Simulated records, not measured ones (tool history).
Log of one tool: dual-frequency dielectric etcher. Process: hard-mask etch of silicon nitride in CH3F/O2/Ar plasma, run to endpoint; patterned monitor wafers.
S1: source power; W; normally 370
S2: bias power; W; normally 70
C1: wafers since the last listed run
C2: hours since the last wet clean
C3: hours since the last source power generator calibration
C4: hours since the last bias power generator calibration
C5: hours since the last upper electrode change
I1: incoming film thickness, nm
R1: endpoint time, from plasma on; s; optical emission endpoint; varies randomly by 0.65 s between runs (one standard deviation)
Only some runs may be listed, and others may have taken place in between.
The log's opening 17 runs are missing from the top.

run,hour,S1,S2,C1,C2,C3,C4,C5,I1,R1
18,242.3,450,78,64,132.1,4215.0,99.6,153.7,52.2,69.2
19,251.5,400,61,88,141.3,4224.2,108.8,162.9,51.6,79.8
# hour 264.9: source power generator calibrated
20,265.4,390,70,95,155.2,0.5,122.7,176.8,51.8,75.5
21,267.5,370,70,20,157.3,2.6,124.8,178.9,51.7,77.1
22,278.8,320,83,108,168.6,13.9,136.1,190.2,51.4,75.7
23,285.1,370,75,60,174.9,20.2,142.4,196.5,51.8,74.1
24,293.0,370,70,75,182.8,28.1,150.3,204.4,51.7,77.0
25,302.1,370,70,87,191.9,37.2,159.4,213.5,51.8,76.9
26,333.0,300,57,296,222.8,68.1,190.3,244.4,51.5,89.1
27,344.6,320,86,111,234.4,79.7,201.9,256.0,51.5,73.9
28,359.6,370,70,144,249.4,94.7,216.9,271.0,52.2,76.5
29,373.9,370,70,137,263.7,109.0,231.2,285.3,51.9,76.2
30,382.5,420,57,82,272.3,117.6,239.8,293.9,52.1,79.7
31,396.2,370,70,131,286.0,131.3,253.5,307.6,51.1,75.4
32,402.6,370,58,61,292.4,137.7,259.9,314.0,51.6,81.3
33,412.6,370,70,96,302.4,147.7,269.9,324.0,52.2,75.0
34,423.4,370,70,103,313.2,158.5,280.7,334.8,52.4,75.9

5 ways to go on from here, each from the tool as it stands after run 34. What would each give?
A,423.8,370,79,3,313.6,158.9,281.1,335.2,52.4,?
B,423.8,440,81,3,313.6,158.9,281.1,335.2,52.4,?
C,423.8,450,63,3,313.6,158.9,281.1,335.2,52.4,?
D,423.8,400,79,3,313.6,158.9,281.1,335.2,52.4,?
E,423.8,370,82,3,313.6,158.9,281.1,335.2,52.4,?

run,R1
A,73.5
B,68.1
C,74.7
D,71.3
E,72.4
With the hidden condition removed and each run's random variation left untouched, the same runs would have given:
run,R1
A,74.8
B,69.3
C,76.0
D,72.6
E,73.7
